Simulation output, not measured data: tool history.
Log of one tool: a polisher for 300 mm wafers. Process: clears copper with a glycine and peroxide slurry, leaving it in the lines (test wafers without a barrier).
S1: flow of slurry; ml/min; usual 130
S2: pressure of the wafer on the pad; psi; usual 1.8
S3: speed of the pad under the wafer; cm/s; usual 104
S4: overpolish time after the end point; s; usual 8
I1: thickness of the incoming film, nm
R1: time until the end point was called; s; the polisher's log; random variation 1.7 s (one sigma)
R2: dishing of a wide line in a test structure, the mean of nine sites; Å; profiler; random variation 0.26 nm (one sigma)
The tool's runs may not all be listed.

run,hour,S1,S2,S3,S4,I1,R1,R2
1,0.0,145,1.8,104,8,648.9,182.3,177
2,27.8,145,1.8,104,8,643.9,181.4,178
3,53.1,130,2.2,104,8,643.5,163.5,197
4,68.8,130,1.8,104,8,649.0,184.1,172
5,84.9,130,1.8,104,8,642.9,186.3,181
6,108.4,130,1.8,104,8,638.1,180.7,178
7,144.3,130,1.8,92,8,636.3,192.7,166
# hour 165.5: worn pad replaced by a new one
8,165.8,130,1.8,92,8,633.7,195.2,172
9,200.0,130,1.8,92,8,642.0,191.9,171
10,235.7,130,1.8,104,8,640.2,185.7,171
# hour 242.2: head pressure recalibrated
11,250.1,160,2.3,90,8,639.3,157.7,196
12,273.4,130,2.3,104,6,636.3,151.1,166
# hour 285.2: slurry nozzle cleaned
13,289.3,130,1.8,140,8,635.5,151.4,199
14,307.8,130,1.8,104,8,642.4,178.4,186
15,325.8,130,1.8,104,11,631.0,172.7,229
16,358.6,105,1.8,104,8,627.3,182.5,177
# hour 396.2: worn pad replaced by a new one
17,396.7,130,1.8,70,12,637.3,214.1,219
18,408.0,130,2.3,104,6,644.7,158.2,161

3 ways to go on from here, each from the tool as it stands after run 18. What would each give?
A,408.5,130,1.8,104,8,642.4,?,?
B,408.5,165,1.3,124,8,642.4,?,?
C,408.5,130,2.3,104,8,642.4,?,?

run,R1,R2
A,181.7,179
B,191.6,171
C,157.2,198
Without the tool's hidden state the same runs would have given:
run,R1,R2
A,172.5,186
B,182.3,177
C,148.9,206
